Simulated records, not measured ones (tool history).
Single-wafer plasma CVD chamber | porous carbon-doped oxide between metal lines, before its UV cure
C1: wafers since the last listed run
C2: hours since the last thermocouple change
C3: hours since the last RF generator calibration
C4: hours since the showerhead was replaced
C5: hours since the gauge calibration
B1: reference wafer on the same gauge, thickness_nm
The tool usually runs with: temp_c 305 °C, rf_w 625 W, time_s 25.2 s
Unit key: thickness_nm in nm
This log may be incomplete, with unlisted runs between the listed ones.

Run 1, hour 0.0: usual settings; C1 0; C2 2681.3; C3 1748.1; C4 4219.6; C5 397.0; B1 190.149. Result: thickness_nm 152.606 nm.
Run 2, hour 32.1: usual settings; C1 496; C2 2713.4; C3 1780.2; C4 4251.7; C5 429.1; B1 190.010. Result: thickness_nm 153.594 nm.
Run 3, hour 49.3: usual settings; C1 265; C2 2730.6; C3 1797.4; C4 4268.9; C5 446.3; B1 189.931. Result: thickness_nm 152.217 nm.
Run 4, hour 70.6: usual settings; C1 329; C2 2751.9; C3 1818.7; C4 4290.2; C5 467.6; B1 189.819. Result: thickness_nm 152.678 nm.
Run 5, hour 85.5: usual settings; C1 230; C2 2766.8; C3 1833.6; C4 4305.1; C5 482.5; B1 189.935. Result: thickness_nm 153.070 nm.
Run 6, hour 106.6: usual settings; C1 326; C2 2787.9; C3 1854.7; C4 4326.2; C5 503.6; B1 190.089. Result: thickness_nm 152.920 nm.
Run 7, hour 166.9: usual settings; C1 931; C2 2848.2; C3 1915.0; C4 4386.5; C5 563.9; B1 190.053. Result: thickness_nm 152.810 nm.
Run 8, hour 191.9: usual settings but temp_c 312 °C, rf_w 670 W; C1 386; C2 2873.2; C3 1940.0; C4 4411.5; C5 588.9; B1 190.034. Result: thickness_nm 150.045 nm.
At hour 228.1: RF generator calibrated.
Run 9, hour 228.6: usual settings but temp_c 312 °C, rf_w 670 W; C1 443; C2 2909.9; C3 0.5; C4 4448.2; C5 625.6; B1 189.818. Result: thickness_nm 155.780 nm.
Run 10, hour 237.5: usual settings but rf_w 690 W; C1 137; C2 2918.8; C3 9.4; C4 4457.1; C5 634.5; B1 190.038. Result: thickness_nm 162.448 nm.
At hour 303.1: thermocouple changed; heater temperature recalibrated.
Run 11, hour 325.7: usual settings; C1 1239; C2 22.6; C3 97.6; C4 4545.3; C5 722.7; B1 189.937. Result: thickness_nm 160.917 nm.
Run 12, hour 338.9: usual settings; C1 203; C2 35.8; C3 110.8; C4 4558.5; C5 735.9; B1 190.030. Result: thickness_nm 161.435 nm.
Run 13, hour 364.6: usual settings but rf_w 690 W; C1 397; C2 61.5; C3 136.5; C4 4584.2; C5 761.6; B1 190.191. Result: thickness_nm 166.931 nm.
Run 14, hour 379.9: usual settings but temp_c 290 °C, rf_w 555 W; C1 236; C2 76.8; C3 151.8; C4 4599.5; C5 776.9; B1 189.906. Result: thickness_nm 165.725 nm.
Run 15, hour 402.1: usual settings but temp_c 297 °C, rf_w 595 W; C1 343; C2 99.0; C3 174.0; C4 4621.7; C5 799.1; B1 190.041. Result: thickness_nm 164.807 nm.
Run 16, hour 492.5: usual settings but time_s 21.2 s; C1 1397; C2 189.4; C3 264.4; C4 4712.1; C5 889.5; B1 189.864. Result: thickness_nm 135.800 nm.
Run 17, hour 513.2: usual settings but time_s 23.6 s; C1 319; C2 210.1; C3 285.1; C4 4732.8; C5 910.2; B1 190.045. Result: thickness_nm 150.386 nm.
Run 18, hour 527.1: usual settings but temp_c 313 °C; C1 214; C2 224.0; C3 299.0; C4 4746.7; C5 924.1; B1 189.961. Result: thickness_nm 153.949 nm.
Run 19, hour 557.9: usual settings but temp_c 299 °C, rf_w 735 W, time_s 29.8 s; C1 475; C2 254.8; C3 329.8; C4 4777.5; C5 954.9; B1 189.978. Result: thickness_nm 205.567 nm.
At hour 593.8: showerhead replaced.
Run 20, hour 594.3: usual settings but rf_w 740 W; C1 438; C2 291.2; C3 366.2; C4 0.5; C5 991.3; B1 190.093. Result: thickness_nm 169.846 nm.
Run 21, hour 608.8: usual settings but temp_c 300 °C; C1 224; C2 305.7; C3 380.7; C4 15.0; C5 1005.8; B1 190.055. Result: thickness_nm 164.161 nm.
Run 22, hour 624.6: usual settings but temp_c 313 °C, rf_w 735 W, time_s 22.0 s; C1 244; C2 321.5; C3 396.5; C4 30.8; C5 1021.6; B1 190.048. Result: thickness_nm 143.379 nm.
Run 23, hour 657.6: usual settings but temp_c 292 °C, rf_w 515 W, time_s 23.0 s; C1 509; C2 354.5; C3 429.5; C4 63.8; C5 1054.6; B1 189.960. Result: thickness_nm 145.754 nm.
Run 24, hour 686.6: usual settings but temp_c 299 °C, rf_w 745 W, time_s 23.8 s; C1 448; C2 383.5; C3 458.5; C4 92.8; C5 1083.6; B1 189.990. Result: thickness_nm 165.510 nm.
Run 25, hour 704.1: usual settings; C1 270; C2 401.0; C3 476.0; C4 110.3; C5 1101.1; B1 190.086. Result: thickness_nm 159.702 nm.
At hour 709.5: gauge calibrated.
Run 26, hour 725.7: usual settings but temp_c 313 °C, rf_w 685 W, time_s 27.1 s; C1 333; C2 422.6; C3 497.6; C4 131.9; C5 16.2; B1 189.979. Result: thickness_nm 170.299 nm.
Run 27, hour 755.7: usual settings; C1 463; C2 452.6; C3 527.6; C4 161.9; C5 46.2; B1 189.994. Result: thickness_nm 159.090 nm.
Run 28, hour 777.9: usual settings but temp_c 295 °C, time_s 20.3 s; C1 343; C2 474.8; C3 549.8; C4 184.1; C5 68.4; B1 190.122. Result: thickness_nm 136.123 nm.
Run 29, hour 864.1: usual settings; C1 1332; C2 561.0; C3 636.0; C4 270.3; C5 154.6; B1 189.918. Result: thickness_nm 158.583 nm.
Run 30, hour 909.1: usual settings but temp_c 309 °C; C1 695; C2 606.0; C3 681.0; C4 315.3; C5 199.6; B1 190.056. Result: thickness_nm 155.639 nm.
Run 31, hour 924.1: usual settings but temp_c 309 °C, rf_w 520 W, time_s 21.0 s; C1 231; C2 621.0; C3 696.0; C4 330.3; C5 214.6; B1 190.148. Result: thickness_nm 122.556 nm.
Run 32, hour 954.8: usual settings; C1 474; C2 651.7; C3 726.7; C4 361.0; C5 245.3; B1 189.942. Result: thickness_nm 159.120 nm.
Run 33, hour 988.5: usual settings but time_s 28.0 s; C1 520; C2 685.4; C3 760.4; C4 394.7; C5 279.0; B1 190.097. Result: thickness_nm 175.501 nm.
Run 34, hour 1004.0: usual settings but rf_w 700 W; C1 239; C2 700.9; C3 775.9; C4 410.2; C5 294.5; B1 189.897. Result: thickness_nm 165.491 nm.

4 ways to go on from here, each from the tool as it stands after run 34. What would each give?
Run A, hour 1004.4: usual settings; C1 6; C2 701.3; C3 776.3; C4 410.6; C5 294.9; B1 ?. Result: thickness_nm ?.
Run B, hour 1004.4: usual settings but temp_c 297 °C, rf_w 570 W, time_s 23.0 s; C1 6; C2 701.3; C3 776.3; C4 410.6; C5 294.9; B1 ?. Result: thickness_nm ?.
Run C, hour 1004.4: usual settings but temp_c 294 °C, rf_w 550 W, time_s 27.1 s; C1 6; C2 701.3; C3 776.3; C4 410.6; C5 294.9; B1 ?. Result: thickness_nm ?.
Run D, hour 1004.4: usual settings but temp_c 298 °C, rf_w 660 W, time_s 27.1 s; C1 6; C2 701.3; C3 776.3; C4 410.6; C5 294.9; B1 ?. Result: thickness_nm ?.

run       B1  thickness_nm
  A  189.997       158.804
  B  189.997       146.602
  C  189.997       172.431
  D  189.997       180.117
Take away the tool's hidden state, keep each run's random variation, and the runs would have read:
run  thickness_nm
  A       162.252
  B       149.772
  C       176.157
  D       184.013
